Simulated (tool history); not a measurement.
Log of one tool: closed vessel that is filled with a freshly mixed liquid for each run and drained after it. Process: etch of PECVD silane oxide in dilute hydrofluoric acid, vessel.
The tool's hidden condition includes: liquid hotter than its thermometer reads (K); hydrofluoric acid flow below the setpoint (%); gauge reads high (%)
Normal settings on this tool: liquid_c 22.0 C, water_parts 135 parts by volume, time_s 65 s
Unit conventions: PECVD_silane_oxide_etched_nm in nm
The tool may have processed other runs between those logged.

run,day,liquid_c,water_parts,time_s,wafers since the last listed run,hours since the thermometer was replaced,hours since the hydrofluoric acid flow meter was replaced,hours since the gauge calibration,"read-back film thickness of the PECVD silane oxide reference wafer, read on the same gauge (nm)",PECVD_silane_oxide_etched_nm
1,0.000,22.0,110,35,0,2512.2,602.7,115.1,100.03,8.38
2,1.746,22.0,110,35,4374,2554.1,644.6,157.0,99.97,8.37
3,3.488,22.0,110,35,4363,2595.9,686.4,198.8,99.96,8.40
4,5.679,22.0,100,65,5491,2648.5,739.0,251.4,99.96,17.26
5,8.533,22.0,100,65,7151,2717.0,807.5,319.9,100.00,17.38
6,11.133,22.0,100,65,6514,2779.4,869.9,382.3,100.00,17.35
# day 12.379: hydrofluoric acid flow meter replaced
7,12.683,22.0,135,65,3779,2816.6,7.3,419.5,100.02,12.34
# day 14.454: gauge calibrated
# day 16.792: thermometer replaced
8,18.762,22.0,135,80,15127,47.3,153.2,103.4,100.03,16.10
9,20.712,25.0,135,65,4885,94.1,200.0,150.2,99.99,14.61
10,23.162,22.0,135,65,6138,152.9,258.8,209.0,99.95,12.95
# day 23.712: thermometer replaced, repeated, since the last time left the tool worse
11,24.921,24.0,75,45,4301,29.0,301.0,251.2,100.00,16.89
12,26.546,18.0,70,35,4071,68.0,340.0,290.2,100.06,10.99
13,28.258,20.5,135,30,4290,109.1,381.1,331.3,99.97,5.02
14,30.504,22.0,135,65,5627,163.0,435.0,385.2,99.98,11.64
# day 31.562: gauge calibrated
15,32.767,26.0,135,65,5669,217.3,489.3,28.9,100.02,13.64

What if the next run were any one of these 4? Each begins from the tool's condition after run 15:
A,32.796,22.0,115,65,73,218.0,490.0,29.6,?,?
B,32.796,24.0,70,90,73,218.0,490.0,29.6,?,?
C,32.796,22.0,190,90,73,218.0,490.0,29.6,?,?
D,32.796,22.0,155,65,73,218.0,490.0,29.6,?,?

run,"read-back film thickness of the PECVD silane oxide reference wafer, read on the same gauge (nm)",PECVD_silane_oxide_etched_nm
A,100.03,13.93
B,100.03,36.28
C,100.03,10.75
D,100.03,9.88
With no hidden state in the tool, these same runs would have given:
run,PECVD_silane_oxide_etched_nm
A,13.73
B,35.76
C,10.61
D,9.75

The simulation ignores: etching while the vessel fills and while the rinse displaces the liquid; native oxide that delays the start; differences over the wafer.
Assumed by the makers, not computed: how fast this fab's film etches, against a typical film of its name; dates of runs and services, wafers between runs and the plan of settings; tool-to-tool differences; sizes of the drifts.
